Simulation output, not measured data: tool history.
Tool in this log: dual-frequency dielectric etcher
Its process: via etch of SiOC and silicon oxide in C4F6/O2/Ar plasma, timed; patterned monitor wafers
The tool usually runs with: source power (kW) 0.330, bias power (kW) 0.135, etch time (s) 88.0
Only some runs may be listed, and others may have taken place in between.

run,hour,source power (kW),bias power (kW),etch time (s),wafers since the last listed run,hours since the last wet clean,hours since the last source power generator calibration,hours since the last bias power generator calibration,hours since the last upper electrode change,hours since the gauge calibration,"read-back reference wafer on the same gauge, depth_nm",mean etch depth across the wafer (angstrom)
1,0.0,0.330,0.135,94.0,0,332.0,3636.5,4307.9,2565.0,70.9,83.9,829
2,8.9,0.330,0.115,88.0,112,340.9,3645.4,4316.8,2573.9,79.8,84.0,740
3,25.6,0.330,0.155,88.0,210,357.6,3662.1,4333.5,2590.6,96.5,83.9,815
4,36.9,0.330,0.155,88.0,142,368.9,3673.4,4344.8,2601.9,107.8,84.0,821
5,48.1,0.330,0.156,88.0,141,380.1,3684.6,4356.0,2613.1,119.0,84.0,821
6,54.6,0.330,0.156,88.0,82,386.6,3691.1,4362.5,2619.6,125.5,84.0,820
7,69.2,0.330,0.156,88.0,184,401.2,3705.7,4377.1,2634.2,140.1,84.0,821
8,84.5,0.330,0.135,98.0,193,416.5,3721.0,4392.4,2649.5,155.4,84.0,872
# hour 111.6: upper electrode replaced
9,112.1,0.280,0.113,88.0,45,444.1,3748.6,4420.0,0.5,183.0,84.0,695
# hour 115.0: gauge calibrated
# hour 129.5: bias power generator calibrated
# hour 131.3: source power generator calibrated
10,131.8,0.330,0.135,88.0,175,463.8,0.5,2.3,20.2,16.8,84.0,787
11,148.1,0.330,0.135,88.0,205,480.1,16.8,18.6,36.5,33.1,84.1,791
12,164.9,0.330,0.135,62.5,212,496.9,33.6,35.4,53.3,49.9,84.0,563
13,173.2,0.260,0.116,101.5,104,505.2,41.9,43.7,61.6,58.2,84.0,788
# hour 206.3: wet clean of the chamber
14,206.8,0.330,0.151,75.0,121,0.5,75.5,77.3,95.2,91.8,83.9,661
15,207.2,0.390,0.135,88.0,5,0.9,75.9,77.7,95.6,92.2,84.0,804
16,217.4,0.260,0.125,88.0,128,11.1,86.1,87.9,105.8,102.4,84.0,670
17,235.0,0.330,0.135,88.0,222,28.7,103.7,105.5,123.4,120.0,84.0,748
18,250.8,0.330,0.155,88.0,199,44.5,119.5,121.3,139.2,135.8,83.9,791
19,264.2,0.330,0.145,88.0,169,57.9,132.9,134.7,152.6,149.2,84.1,767
# hour 280.0: gauge calibrated
20,291.5,0.330,0.135,110.0,344,85.2,160.2,162.0,179.9,11.5,84.1,949
21,299.4,0.380,0.159,106.0,99,93.1,168.1,169.9,187.8,19.4,84.0,1016

How would selected steps in mean etch depth across the wafer (angstrom) from run to run divide? Give the signed amount a tool lacking its hidden state would still show from settings, what came in and random variation, and the signed amount left for the hidden state, including any gauge scatter that is not in both of the compared results.
The hidden state here: etch rate over this chamber's usual, %; source power that arrives over what is set, %; bias power that arrives over what is set, %; gauge reads high (%).
Run 11 -> 12: etch time (s) 88.0 -> 62.5. mean etch depth across the wafer (angstrom) -228: hidden state -9, all else -219.
Run 12 -> 13: source power (kW) 0.330 -> 0.260, bias power (kW) 0.135 -> 0.116, etch time (s) 62.5 -> 101.5. mean etch depth across the wafer (angstrom) +225: hidden state +11, all else +214.
Run 13 -> 14: source power (kW) 0.260 -> 0.330, bias power (kW) 0.116 -> 0.151, etch time (s) 101.5 -> 75.0, wet clean of the chamber. mean etch depth across the wafer (angstrom) -127: hidden state -41, all else -86.

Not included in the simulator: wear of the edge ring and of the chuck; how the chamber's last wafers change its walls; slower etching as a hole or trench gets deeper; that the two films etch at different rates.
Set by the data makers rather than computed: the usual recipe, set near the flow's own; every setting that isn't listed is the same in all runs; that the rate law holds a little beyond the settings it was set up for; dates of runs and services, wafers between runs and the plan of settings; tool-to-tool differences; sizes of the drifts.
